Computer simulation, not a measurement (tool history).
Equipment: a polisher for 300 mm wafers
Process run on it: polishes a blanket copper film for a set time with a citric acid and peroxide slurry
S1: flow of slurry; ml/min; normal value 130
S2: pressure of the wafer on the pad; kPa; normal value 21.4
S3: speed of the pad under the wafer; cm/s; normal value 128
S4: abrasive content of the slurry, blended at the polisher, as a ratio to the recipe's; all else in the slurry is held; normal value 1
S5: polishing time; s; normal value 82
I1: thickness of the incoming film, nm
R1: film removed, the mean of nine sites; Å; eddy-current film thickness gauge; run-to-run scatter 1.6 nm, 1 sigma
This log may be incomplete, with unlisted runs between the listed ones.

run 1 hour=0 | S1=130 S2=21.4 S3=154 S4=1 S5=82 | I1=712.7 | R1=2478
run 2 hour=6.9 | S1=130 S2=16.5 S3=128 S4=1 S5=82 | I1=694.1 | R1=1590
run 3 hour=16 | S1=130 S2=16.5 S3=128 S4=1 S5=82 | I1=702.9 | R1=1547
run 4 hour=31.4 | S1=130 S2=16.5 S3=128 S4=1 S5=82 | I1=688.3 | R1=1561
run 5 hour=43.6 | S1=130 S2=18.6 S3=128 S4=1 S5=82 | I1=701.5 | R1=1749
run 6 hour=49.8 | S1=130 S2=18.6 S3=128 S4=1 S5=82 | I1=685.7 | R1=1754
run 7 hour=63.5 | S1=160 S2=21.4 S3=128 S4=1 S5=82 | I1=711.9 | R1=2061
-- hour=68.5 worn pad replaced by a new one
run 8 hour=71.3 | S1=160 S2=21.4 S3=128 S4=1 S5=82 | I1=692.8 | R1=2273
-- hour=84 slurry blender recalibrated
run 9 hour=85.3 | S1=160 S2=21.4 S3=128 S4=1 S5=82 | I1=697.5 | R1=2217
run 10 hour=94 | S1=105 S2=21.4 S3=128 S4=1 S5=82 | I1=698.1 | R1=2014
run 11 hour=105.2 | S1=160 S2=21.4 S3=128 S4=1 S5=90 | I1=705.2 | R1=2369
run 12 hour=116.4 | S1=150 S2=21.4 S3=128 S4=1 S5=82 | I1=689.8 | R1=2102
run 13 hour=130.4 | S1=130 S2=23.4 S3=128 S4=1.1 S5=82 | I1=696.3 | R1=2288
-- hour=137.3 head pressure recalibrated
run 14 hour=139.6 | S1=130 S2=26.2 S3=128 S4=0.85 S5=82 | I1=700.9 | R1=2426
run 15 hour=145.7 | S1=110 S2=21.4 S3=128 S4=1 S5=82 | I1=705.9 | R1=1957
run 16 hour=159.8 | S1=130 S2=21.4 S3=128 S4=1.2 S5=82 | I1=706.9 | R1=2084
run 17 hour=166.3 | S1=130 S2=26.2 S3=128 S4=1 S5=82 | I1=696 | R1=2443
run 18 hour=173.4 | S1=130 S2=21.4 S3=100 S4=0.7 S5=90 | I1=695.3 | R1=1611
-- hour=182.5 slurry nozzle cleaned
-- hour=187.5 worn pad replaced by a new one
run 19 hour=189.9 | S1=130 S2=26.2 S3=128 S4=1 S5=82 | I1=707.3 | R1=2916
run 20 hour=241.7 | S1=130 S2=21.4 S3=128 S4=1 S5=82 | I1=703 | R1=2236

What will run 21 give?
-- hour=253.9 slurry blender recalibrated
run 21 hour=254.4 | S1=130 S2=21.4 S3=128 S4=1.1 S5=110 | I1=699.7 | R1=?

{"run 21": {"R1": 3016}}
Had the tool carried no hidden state, the very same run would have given R1 3336 Å.
